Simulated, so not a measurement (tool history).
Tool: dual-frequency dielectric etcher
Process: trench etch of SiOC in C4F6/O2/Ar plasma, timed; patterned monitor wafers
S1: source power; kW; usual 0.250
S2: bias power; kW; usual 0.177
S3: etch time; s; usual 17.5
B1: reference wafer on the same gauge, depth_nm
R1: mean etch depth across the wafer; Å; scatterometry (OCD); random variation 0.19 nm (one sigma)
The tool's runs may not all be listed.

run,hour,S1,S2,S3,B1,R1
1,0.0,0.250,0.177,17.5,25.71,314.8
2,22.7,0.250,0.177,17.5,25.62,315.1
3,36.5,0.250,0.195,17.5,25.68,322.2
4,51.3,0.250,0.177,17.5,25.74,311.3
5,70.3,0.250,0.177,17.5,25.68,313.5
6,84.1,0.250,0.177,17.5,25.73,317.7
7,110.7,0.250,0.177,16.0,25.67,287.9
8,128.9,0.250,0.177,16.0,25.73,288.7
9,153.2,0.250,0.177,16.0,25.72,289.6
10,172.8,0.250,0.177,17.5,25.73,315.5
11,206.8,0.250,0.177,17.5,25.71,306.1
12,218.7,0.250,0.199,15.5,25.70,281.2
13,237.8,0.250,0.198,17.5,25.67,319.4
14,302.4,0.250,0.177,17.5,25.66,308.2
15,316.1,0.250,0.143,19.5,25.71,325.6
16,350.2,0.250,0.177,14.0,25.70,249.2
17,364.3,0.250,0.199,15.5,25.71,284.7
18,385.6,0.290,0.177,14.0,25.64,265.5
19,409.4,0.190,0.205,15.0,25.66,252.1
20,443.2,0.250,0.177,17.5,25.67,311.6
21,472.5,0.250,0.177,17.5,25.74,316.0
22,493.5,0.250,0.177,17.5,25.66,314.5
23,521.8,0.270,0.142,16.0,25.69,278.0
24,536.1,0.220,0.177,14.0,25.69,242.9
25,556.5,0.290,0.141,20.0,25.67,362.9
26,583.8,0.250,0.177,17.5,25.64,316.5
27,600.9,0.250,0.136,20.5,25.68,346.7
28,618.4,0.250,0.177,17.5,25.68,317.2
29,654.0,0.250,0.177,17.5,25.70,320.1
30,668.9,0.250,0.190,13.0,25.67,244.6

Taken out of this log: 5 entries between the listed runs. Where each belongs, and how the hidden state differs across it:
Between runs 10 and 11: wet clean of the chamber (hour 206.3)
  etch rate over this chamber's usual, %: 3.91 -> 0.564
  measured less the result without the state, R1: +11.9 -> +1.8 Å
Between runs 13 and 14: gauge calibrated (hour 250.5)
  etch rate over this chamber's usual, %: 0.838 -> 1.41
  measured less the result without the state, R1: +2.7 -> +4.3 Å
Between runs 19 and 20: source power generator calibrated (hour 431.3); bias power generator calibrated (hour 432.4)
  etch rate over this chamber's usual, %: 2.35 -> 2.65
  measured less the result without the state, R1: +5.8 -> +8.0 Å
Between runs 20 and 21: upper electrode replaced (hour 472.0)
  etch rate over this chamber's usual, %: 2.65 -> 2.91
  measured less the result without the state, R1: +8.0 -> +8.9 Å

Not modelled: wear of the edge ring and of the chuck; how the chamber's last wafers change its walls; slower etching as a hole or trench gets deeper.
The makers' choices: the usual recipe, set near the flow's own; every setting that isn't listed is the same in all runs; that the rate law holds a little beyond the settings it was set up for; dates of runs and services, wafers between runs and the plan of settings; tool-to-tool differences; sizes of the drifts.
